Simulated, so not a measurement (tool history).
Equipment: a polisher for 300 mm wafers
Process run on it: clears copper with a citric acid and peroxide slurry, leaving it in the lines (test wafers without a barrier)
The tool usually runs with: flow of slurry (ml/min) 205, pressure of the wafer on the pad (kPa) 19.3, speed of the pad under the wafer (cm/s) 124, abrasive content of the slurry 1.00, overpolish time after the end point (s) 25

run	day	flow of slurry (ml/min)	pressure of the wafer on the pad (kPa)	speed of the pad under the wafer (cm/s)	abrasive content of the slurry	overpolish time after the end point (s)	wafers since the last listed run	wafers polished on this pad	hours since the slurry nozzle was cleaned	hours since the head pressure was calibrated	hours since the slurry blender was calibrated	incoming thickness of the incoming film, nm	time until the end point was called (s)	dishing of a wide line in a test structure (angstrom)
1	0.000	205	19.3	124	1.00	25	0	526	407.0	458.5	119.4	357.8	137.7	398
# day 1.258: slurry blender recalibrated
2	1.367	205	19.3	102	1.00	25	301	828	439.8	491.3	2.6	362.7	171.3	342
3	2.346	205	19.3	102	1.00	25	230	1058	463.3	514.8	26.1	356.3	168.7	341
4	3.167	205	22.8	124	1.00	25	192	1251	483.0	534.5	45.8	365.3	128.5	469
5	3.679	205	22.8	124	1.00	25	120	1372	495.3	546.8	58.1	366.7	124.5	447
6	4.317	205	19.3	124	1.00	25	149	1522	510.6	562.1	73.4	359.5	139.6	398
# day 4.867: worn pad replaced by a new one
7	4.971	205	19.3	124	1.00	25	114	24	526.3	577.8	89.1	359.1	142.2	407
8	6.129	205	19.3	124	1.00	25	272	296	554.1	605.6	116.9	358.8	137.6	392
9	7.062	205	19.3	124	1.00	25	219	515	576.5	628.0	139.3	361.3	141.3	397
10	7.808	205	19.3	124	1.00	25	175	691	594.4	645.9	157.2	358.8	142.1	398
# day 8.033: slurry blender recalibrated
11	8.362	205	19.3	124	1.00	25	110	801	607.7	659.2	7.9	362.4	143.9	396
12	9.762	205	19.3	124	1.00	25	329	1131	641.3	692.8	41.5	363.7	142.8	396
13	10.579	155	19.3	98	1.15	25	191	1323	660.9	712.4	61.1	355.0	184.0	319
# day 11.008: head pressure recalibrated
14	11.688	260	13.8	96	1.00	32	240	1564	687.5	16.3	87.7	362.7	219.5	345
# day 11.888: worn pad replaced by a new one
15	12.842	205	19.3	124	1.00	31	232	224	715.2	44.0	115.4	358.0	129.2	515
16	14.312	205	19.3	124	1.00	25	345	570	750.5	79.3	150.7	360.4	129.7	417
# day 15.229: slurry blender recalibrated
17	15.250	205	19.3	100	1.00	25	200	771	773.0	101.8	0.5	354.4	158.7	341

Run 18 has not been measured yet. What should we expect?
# day 17.383: slurry nozzle cleaned
# day 18.446: worn pad replaced by a new one
18	19.662	205	15.2	124	1.00	10	988	285	54.7	207.7	106.4	363.5	?	?

For run 18 the tool returned time until the end point was called (s) 168.6, dishing of a wide line in a test structure (angstrom) 146.
The same run, on a tool lacking any hidden state, would have yielded time until the end point was called (s) 158.0, dishing of a wide line in a test structure (angstrom) 155.
